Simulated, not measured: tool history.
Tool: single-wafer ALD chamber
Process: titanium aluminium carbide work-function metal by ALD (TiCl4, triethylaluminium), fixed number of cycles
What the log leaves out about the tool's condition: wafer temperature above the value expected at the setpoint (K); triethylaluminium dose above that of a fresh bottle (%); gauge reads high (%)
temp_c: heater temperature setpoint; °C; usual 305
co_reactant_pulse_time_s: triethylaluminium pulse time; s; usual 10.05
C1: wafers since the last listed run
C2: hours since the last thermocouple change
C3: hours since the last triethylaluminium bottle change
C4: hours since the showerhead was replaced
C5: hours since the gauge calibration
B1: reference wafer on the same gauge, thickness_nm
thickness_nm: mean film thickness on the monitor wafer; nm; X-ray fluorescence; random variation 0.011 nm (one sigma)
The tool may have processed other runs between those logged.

Run 1, hour 0.0: usual settings; C1 0; C2 1176.7; C3 1284.7; C4 4898.8; C5 33.2; B1 2.035. Result: thickness_nm 1.844 nm.
Run 2, hour 19.0: usual settings; C1 280; C2 1195.7; C3 1303.7; C4 4917.8; C5 52.2; B1 2.043. Result: thickness_nm 1.845 nm.
Run 3, hour 34.0: usual settings; C1 221; C2 1210.7; C3 1318.7; C4 4932.8; C5 67.2; B1 2.043. Result: thickness_nm 1.846 nm.
Run 4, hour 67.4: usual settings; C1 493; C2 1244.1; C3 1352.1; C4 4966.2; C5 100.6; B1 2.042. Result: thickness_nm 1.834 nm.
Run 5, hour 99.3: usual settings; C1 470; C2 1276.0; C3 1384.0; C4 4998.1; C5 132.5; B1 2.043. Result: thickness_nm 1.830 nm.
Run 6, hour 173.3: usual settings but temp_c 295 °C; C1 1092; C2 1350.0; C3 1458.0; C4 5072.1; C5 206.5; B1 2.044. Result: thickness_nm 1.737 nm.
Run 7, hour 198.6: usual settings but temp_c 295 °C; C1 373; C2 1375.3; C3 1483.3; C4 5097.4; C5 231.8; B1 2.044. Result: thickness_nm 1.732 nm.
Run 8, hour 219.0: usual settings but temp_c 313 °C, co_reactant_pulse_time_s 8.24 s; C1 301; C2 1395.7; C3 1503.7; C4 5117.8; C5 252.2; B1 2.039. Result: thickness_nm 1.655 nm.
At hour 232.8: triethylaluminium bottle replaced.
At hour 243.0: thermocouple changed; heater temperature recalibrated.
Run 9, hour 254.2: usual settings; C1 283; C2 11.2; C3 21.4; C4 5153.0; C5 287.4; B1 2.039. Result: thickness_nm 2.037 nm.
Run 10, hour 269.5: usual settings; C1 225; C2 26.5; C3 36.7; C4 5168.3; C5 302.7; B1 2.040. Result: thickness_nm 2.011 nm.
At hour 288.8: gauge calibrated.
Run 11, hour 295.5: usual settings but temp_c 300 °C, co_reactant_pulse_time_s 6.67 s; C1 383; C2 52.5; C3 62.7; C4 5194.3; C5 6.7; B1 2.042. Result: thickness_nm 1.709 nm.

What does the tool deliver on the next run?
Run 12, hour 320.6: usual settings; C1 370; C2 77.6; C3 87.8; C4 5219.4; C5 31.8; B1 ?. Result: thickness_nm ?.

B1: 2.042
thickness_nm: 2.027 nm
Minus the tool's unlogged condition, the same run would have read thickness_nm 2.044 nm.
